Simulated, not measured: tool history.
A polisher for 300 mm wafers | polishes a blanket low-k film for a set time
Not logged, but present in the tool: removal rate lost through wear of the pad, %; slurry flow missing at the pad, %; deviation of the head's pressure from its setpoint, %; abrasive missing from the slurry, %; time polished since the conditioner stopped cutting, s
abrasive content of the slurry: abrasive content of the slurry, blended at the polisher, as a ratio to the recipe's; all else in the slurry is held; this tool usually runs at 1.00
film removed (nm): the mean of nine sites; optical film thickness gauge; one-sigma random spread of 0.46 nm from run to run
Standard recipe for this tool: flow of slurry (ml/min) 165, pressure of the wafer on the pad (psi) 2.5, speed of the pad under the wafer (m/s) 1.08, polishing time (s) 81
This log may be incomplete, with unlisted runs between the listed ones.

| run | hour | flow of slurry (ml/min) | pressure of the wafer on the pad (psi) | speed of the pad under the wafer (m/s) | abrasive content of the slurry | polishing time (s) | wafers since the last listed run | wafers polished on this pad | hours since the slurry nozzle was cleaned | hours since the head pressure was calibrated | hours since the slurry blender was calibrated | hours since the conditioning disc was replaced | incoming thickness of the incoming film, nm | film removed (nm) |
|---|---|---|---|---|---|---|---|---|---|---|---|---|---|---|
| 1 | 0.0 | 165 | 2.5 | 1.08 | 1.00 | 81 | 0 | 109 | 71.4 | 126.7 | 226.6 | 381.8 | 557.2 | 41.8 |
|  | 18.8 | conditioning disc replaced and pad reconditioned |
|  | 85.1 | slurry blender recalibrated |
| 2 | 86.0 | 165 | 2.5 | 1.08 | 1.00 | 81 | 517 | 627 | 157.4 | 212.7 | 0.9 | 67.2 | 560.1 | 40.6 |
| 3 | 179.8 | 165 | 2.5 | 1.08 | 1.00 | 81 | 591 | 1219 | 251.2 | 306.5 | 94.7 | 161.0 | 559.8 | 40.0 |
|  | 190.6 | slurry nozzle cleaned |
| 4 | 250.8 | 165 | 2.5 | 1.08 | 1.00 | 81 | 441 | 1660 | 60.2 | 377.5 | 165.7 | 232.0 | 569.8 | 38.7 |
|  | 278.1 | worn pad replaced by a new one |
| 5 | 332.3 | 165 | 2.5 | 1.08 | 1.00 | 81 | 488 | 341 | 141.7 | 459.0 | 247.2 | 313.5 | 563.4 | 40.9 |
|  | 341.7 | slurry blender recalibrated |
| 6 | 377.2 | 165 | 2.5 | 1.08 | 1.00 | 81 | 270 | 612 | 186.6 | 503.9 | 35.5 | 358.4 | 567.4 | 39.1 |
| 7 | 423.5 | 165 | 2.5 | 1.18 | 1.00 | 81 | 292 | 904 | 232.9 | 550.2 | 81.8 | 404.7 | 556.2 | 41.8 |
|  | 486.3 | conditioning disc replaced and pad reconditioned |
|  | 492.4 | slurry nozzle cleaned |
|  | 506.0 | head pressure recalibrated |
|  | 549.6 | worn pad replaced by a new one |
|  | 643.4 | slurry blender recalibrated |
| 8 | 680.7 | 165 | 2.5 | 1.18 | 1.00 | 81 | 1553 | 814 | 188.3 | 174.7 | 37.3 | 194.4 | 557.5 | 43.0 |
| 9 | 726.2 | 165 | 2.2 | 1.08 | 1.00 | 67 | 287 | 1101 | 233.8 | 220.2 | 82.8 | 239.9 | 558.7 | 30.5 |
|  | 786.6 | slurry nozzle cleaned |
|  | 815.6 | worn pad replaced by a new one |
| 10 | 825.8 | 165 | 2.5 | 1.32 | 0.85 | 81 | 596 | 64 | 39.2 | 319.8 | 182.4 | 339.5 | 559.5 | 48.7 |
| 11 | 883.4 | 165 | 2.5 | 1.08 | 1.00 | 81 | 363 | 427 | 96.8 | 377.4 | 240.0 | 397.1 | 560.8 | 41.2 |
|  | 904.3 | slurry blender recalibrated |
|  | 936.9 | conditioning disc replaced and pad reconditioned |
| 12 | 937.4 | 165 | 2.5 | 1.08 | 1.00 | 81 | 315 | 743 | 150.8 | 431.4 | 33.1 | 0.5 | 557.6 | 39.5 |
|  | 989.6 | head pressure recalibrated |
| 13 | 1030.7 | 165 | 3.1 | 1.08 | 1.00 | 81 | 575 | 1319 | 244.1 | 41.1 | 126.4 | 93.8 | 559.9 | 46.0 |
|  | 1108.9 | slurry nozzle cleaned |
|  | 1120.2 | worn pad replaced by a new one |
| 14 | 1120.7 | 165 | 2.5 | 1.08 | 1.25 | 108 | 536 | 2 | 11.8 | 131.1 | 216.4 | 183.8 | 565.0 | 61.0 |
|  | 1182.7 | slurry blender recalibrated |
| 15 | 1256.4 | 165 | 2.5 | 1.08 | 1.10 | 94 | 843 | 846 | 147.5 | 266.8 | 73.7 | 319.5 | 555.8 | 47.3 |
| 16 | 1320.4 | 165 | 1.8 | 1.08 | 1.00 | 81 | 403 | 1250 | 211.5 | 330.8 | 137.7 | 383.5 | 555.1 | 33.2 |
|  | 1402.1 | slurry nozzle cleaned |
|  | 1405.4 | conditioning disc replaced and pad reconditioned |
|  | 1405.6 | worn pad replaced by a new one |
| 17 | 1425.7 | 165 | 2.5 | 0.84 | 1.00 | 81 | 644 | 126 | 23.6 | 436.1 | 243.0 | 20.3 | 569.6 | 34.1 |

Consider 4 possible next runs. They are alternatives, not a sequence: every one starts from the tool as it was left by run 17. What does each give?
| A | 1426.1 | 165 | 2.5 | 0.82 | 1.00 | 81 | 2 | 129 | 24.0 | 436.5 | 243.4 | 20.7 | 552.6 | ? |
| B | 1426.1 | 165 | 2.5 | 1.36 | 0.85 | 105 | 2 | 129 | 24.0 | 436.5 | 243.4 | 20.7 | 552.6 | ? |
| C | 1426.1 | 205 | 2.5 | 1.08 | 1.00 | 54 | 2 | 129 | 24.0 | 436.5 | 243.4 | 20.7 | 552.6 | ? |
| D | 1426.1 | 165 | 2.5 | 0.74 | 1.00 | 81 | 2 | 129 | 24.0 | 436.5 | 243.4 | 20.7 | 552.6 | ? |

| run | film removed (nm) |
|---|---|
| A | 33.1 |
| B | 62.1 |
| C | 28.5 |
| D | 30.5 |
Take away the tool's hidden state, keep each run's random variation, and the runs would have read:
| run | film removed (nm) |
|---|---|
| A | 34.2 |
| B | 64.1 |
| C | 29.4 |
| D | 31.5 |

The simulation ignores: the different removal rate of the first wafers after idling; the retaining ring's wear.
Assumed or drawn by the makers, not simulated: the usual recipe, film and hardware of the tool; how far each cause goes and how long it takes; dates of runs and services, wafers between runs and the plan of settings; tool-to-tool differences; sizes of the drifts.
